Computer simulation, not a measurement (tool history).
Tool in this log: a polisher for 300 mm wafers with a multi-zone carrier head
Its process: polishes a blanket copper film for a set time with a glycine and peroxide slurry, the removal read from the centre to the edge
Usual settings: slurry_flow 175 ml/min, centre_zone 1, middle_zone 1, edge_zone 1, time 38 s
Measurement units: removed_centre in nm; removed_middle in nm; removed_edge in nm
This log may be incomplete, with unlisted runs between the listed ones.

| run | hour | slurry_flow | centre_zone | middle_zone | edge_zone | time | incoming thickness of the incoming film, nm | removed_centre | removed_middle | removed_edge |
|---|---|---|---|---|---|---|---|---|---|---|
| 1 | 0 | 135 | 1.04 | 1 | 1 | 47 | 1515.1 | 237.4 | 232.3 | 243.1 |
| 2 | 85.2 | 175 | 1 | 1 | 0.9 | 38 | 1541.1 | 202.8 | 201.5 | 195.6 |
| 3 | 127.5 | 175 | 1 | 1 | 1 | 38 | 1544.5 | 202.2 | 203.5 | 206.3 |
|  | 218.8 | slurry nozzle cleaned |
| 4 | 230.7 | 140 | 0.97 | 1 | 1 | 38 | 1488.7 | 206.6 | 213.8 | 214.1 |
| 5 | 309.6 | 175 | 1 | 1 | 1 | 38 | 1520.9 | 215.3 | 216 | 215.2 |
| 6 | 402.6 | 205 | 0.95 | 1 | 1 | 46 | 1514.7 | 246.5 | 272.4 | 265 |
| 7 | 453 | 155 | 1.11 | 0.92 | 1 | 32 | 1508.8 | 188.5 | 163.8 | 174.8 |
|  | 467.8 | centre zone pressure recalibrated |
| 8 | 545.3 | 175 | 1 | 1 | 1 | 38 | 1523.3 | 209.4 | 208.9 | 211 |
| 9 | 613.4 | 175 | 1 | 1 | 1 | 50 | 1514.9 | 265.8 | 273.4 | 275.4 |
| 10 | 700.4 | 175 | 1 | 1 | 1 | 38 | 1544.8 | 202.3 | 204.2 | 208.3 |
|  | 709.8 | worn pad replaced by a new one |
|  | 856.9 | edge zone pressure recalibrated |
| 11 | 910.5 | 175 | 1 | 1 | 1 | 38 | 1519.7 | 198.1 | 199.2 | 207.5 |
|  | 920.2 | carrier head's membrane replaced by a new one, of another model than before |
| 12 | 947.9 | 175 | 1 | 1.05 | 1 | 31 | 1512.2 | 161.4 | 172.6 | 167.9 |
| 13 | 1019.8 | 205 | 1.07 | 0.96 | 1 | 38 | 1525.7 | 216.9 | 197.8 | 209.5 |
|  | 1051.9 | slurry nozzle cleaned |
| 14 | 1076.8 | 215 | 1 | 1 | 1 | 29 | 1528.2 | 174.3 | 175.3 | 171.3 |
| 15 | 1177.8 | 130 | 1.1 | 1.11 | 1 | 38 | 1547.6 | 211 | 228.6 | 207.8 |
| 16 | 1268.4 | 175 | 1 | 1 | 1 | 38 | 1519.3 | 209.6 | 211.1 | 209.6 |
|  | 1493.5 | worn pad replaced by a new one |
|  | 1532.8 | centre zone pressure recalibrated |
| 17 | 1541.6 | 175 | 1 | 1 | 1 | 38 | 1526.4 | 202.8 | 207.9 | 206.7 |
| 18 | 1632.4 | 175 | 1 | 1 | 1 | 26 | 1526.1 | 136 | 140.3 | 142.4 |
| 19 | 1709.1 | 175 | 1 | 1.06 | 1 | 38 | 1515.7 | 203.5 | 214.8 | 202.6 |
|  | 1779 | slurry nozzle cleaned |
|  | 1802 | edge zone pressure recalibrated |
| 20 | 1810 | 175 | 0.95 | 1 | 1 | 31 | 1514.5 | 174.7 | 182.2 | 177.9 |
| 21 | 1865.5 | 175 | 1.12 | 1 | 1 | 49 | 1506.6 | 303.5 | 283.7 | 283.4 |
| 22 | 1940.2 | 215 | 1 | 1 | 1 | 29 | 1496.7 | 169.1 | 169.1 | 168.1 |
| 23 | 1982.7 | 200 | 1 | 1.06 | 1.04 | 26 | 1537.3 | 152.7 | 160.4 | 148.8 |

Forecast each of these 3 alternatives for the next run:
| A | 1983.1 | 175 | 1 | 1 | 1 | 38 | 1502.9 | ? | ? | ? |
| B | 1983.1 | 175 | 1.04 | 0.89 | 0.89 | 38 | 1502.9 | ? | ? | ? |
| C | 1983.1 | 175 | 1 | 1 | 1.04 | 38 | 1502.9 | ? | ? | ? |

| run | removed_centre | removed_middle | removed_edge |
|---|---|---|---|
| A | 208.3 | 211.9 | 213.6 |
| B | 214 | 186 | 206.8 |
| C | 208.3 | 211.9 | 216.2 |
Without the tool's hidden state the same runs would have given:
| run | removed_centre | removed_middle | removed_edge |
|---|---|---|---|
| A | 219.5 | 221.9 | 220.9 |
| B | 225.5 | 194.8 | 213.9 |
| C | 219.5 | 221.9 | 223.6 |
